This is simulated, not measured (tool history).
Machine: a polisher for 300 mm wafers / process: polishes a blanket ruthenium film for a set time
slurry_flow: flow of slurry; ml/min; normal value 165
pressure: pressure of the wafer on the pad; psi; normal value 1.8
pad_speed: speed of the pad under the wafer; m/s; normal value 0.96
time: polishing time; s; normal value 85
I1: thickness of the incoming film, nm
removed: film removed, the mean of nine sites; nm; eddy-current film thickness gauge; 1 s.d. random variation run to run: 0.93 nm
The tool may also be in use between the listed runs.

Run 1, hour 0.0: usual settings; I1 620.5. Result: removed 81.7 nm.
Run 2, hour 26.9: usual settings; I1 621.2. Result: removed 82.3 nm.
Run 3, hour 59.7: usual settings; I1 609.2. Result: removed 80.3 nm.
Run 4, hour 76.0: usual settings; I1 620.2. Result: removed 82.6 nm.
Run 5, hour 102.1: usual settings; I1 623.8. Result: removed 80.2 nm.
Run 6, hour 116.6: usual settings; I1 623.7. Result: removed 81.2 nm.
Run 7, hour 144.8: usual settings but pad_speed 0.76 m/s; I1 613.4. Result: removed 64.0 nm.
Run 8, hour 169.6: usual settings; I1 627.1. Result: removed 82.4 nm.
Run 9, hour 189.4: usual settings but pressure 1.4 psi; I1 628.6. Result: removed 69.0 nm.
Run 10, hour 205.2: usual settings but pressure 1.4 psi; I1 623.8. Result: removed 69.4 nm.
Run 11, hour 224.6: usual settings but pressure 1.4 psi, pad_speed 1.18 m/s; I1 611.5. Result: removed 86.0 nm.
Run 12, hour 250.7: usual settings but slurry_flow 115 ml/min, pressure 1.4 psi, pad_speed 0.86 m/s, time 113 s; I1 623.5. Result: removed 76.9 nm.
Run 13, hour 271.6: usual settings but time 62 s; I1 631.3. Result: removed 58.1 nm.
Run 14, hour 363.8: usual settings but pad_speed 1.20 m/s; I1 619.0. Result: removed 98.3 nm.
Run 15, hour 392.4: usual settings; I1 617.4. Result: removed 78.3 nm.
Run 16, hour 430.7: usual settings; I1 624.9. Result: removed 78.1 nm.
Run 17, hour 449.7: usual settings but slurry_flow 195 ml/min, time 73 s; I1 622.9. Result: removed 69.5 nm.
Run 18, hour 476.3: usual settings but pressure 2.4 psi; I1 621.2. Result: removed 97.9 nm.
Run 19, hour 503.6: usual settings; I1 624.5. Result: removed 81.1 nm.
Run 20, hour 602.5: usual settings but slurry_flow 195 ml/min, pressure 2.1 psi, time 76 s; I1 624.0. Result: removed 82.4 nm.
Run 21, hour 630.0: usual settings but slurry_flow 135 ml/min, pad_speed 1.10 m/s, time 93 s; I1 622.0. Result: removed 99.1 nm.
Run 22, hour 643.0: usual settings; I1 611.9. Result: removed 82.7 nm.
Run 23, hour 656.1: usual settings but slurry_flow 180 ml/min, pressure 1.3 psi, pad_speed 0.84 m/s, time 106 s; I1 606.4. Result: removed 75.2 nm.
Run 24, hour 676.6: usual settings; I1 628.4. Result: removed 81.7 nm.
Run 25, hour 701.9: usual settings but time 104 s; I1 613.8. Result: removed 99.9 nm.
Run 26, hour 722.1: usual settings but slurry_flow 115 ml/min, pressure 2.0 psi; I1 613.2. Result: removed 81.1 nm.
Run 27, hour 737.7: usual settings but slurry_flow 205 ml/min, pressure 1.3 psi, pad_speed 1.18 m/s, time 94 s; I1 623.2. Result: removed 94.8 nm.
Run 28, hour 813.1: usual settings but pressure 1.4 psi, pad_speed 1.28 m/s, time 60 s; I1 630.3. Result: removed 65.9 nm.
Run 29, hour 877.3: usual settings; I1 612.8. Result: removed 78.4 nm.
Run 30, hour 899.3: usual settings; I1 617.3. Result: removed 80.8 nm.
Run 31, hour 914.9: usual settings but pressure 2.2 psi, pad_speed 0.66 m/s, time 106 s; I1 622.6. Result: removed 76.4 nm.
Run 32, hour 945.8: usual settings but pad_speed 0.74 m/s, time 77 s; I1 616.9. Result: removed 56.6 nm.
Run 33, hour 962.4: usual settings but slurry_flow 130 ml/min, pressure 1.2 psi, pad_speed 1.10 m/s, time 111 s; I1 618.3. Result: removed 88.0 nm.
Run 34, hour 994.9: usual settings; I1 623.6. Result: removed 77.7 nm.
Run 35, hour 1034.2: usual settings; I1 619.6. Result: removed 78.2 nm.
Run 36, hour 1056.7: usual settings but slurry_flow 215 ml/min, pressure 2.4 psi, pad_speed 0.72 m/s; I1 624.1. Result: removed 74.5 nm.

Removed from this log: 6 entries logged between the listed runs. Between which two listed runs does each belong, and how does the tool's hidden state at the listed run before it compare with that at the listed run after it?
Logged between run 3 and run 4: worn pad replaced by a new one (hour 75.5)
  slurry flow missing at the pad, %: 3.68 -> 4.15
  measured minus no-state result, removed: -0.6 -> -0.6 nm
Logged between run 13 and run 14: worn pad replaced by a new one (hour 353.7)
  slurry flow missing at the pad, %: 12 -> 17.1
  measured minus no-state result, removed: -1.4 -> -3.7 nm
Logged between run 14 and run 15: head pressure recalibrated (hour 368.5)
  slurry flow missing at the pad, %: 17.1 -> 18.9
  measured minus no-state result, removed: -3.7 -> -3.3 nm
Logged between run 17 and run 18: slurry nozzle cleaned (hour 475.6)
  slurry flow missing at the pad, %: 22.7 -> 1.2
  measured minus no-state result, removed: -3.2 -> -0.2 nm
Logged between run 20 and run 21: worn pad replaced by a new one (hour 617.5)
  slurry flow missing at the pad, %: 2.06 -> 2.48
  measured minus no-state result, removed: -0.2 -> -0.6 nm
Logged between run 28 and run 29: worn pad replaced by a new one (hour 868.5)
  slurry flow missing at the pad, %: 7.3 -> 9.84
  measured minus no-state result, removed: -0.9 -> -1.5 nm
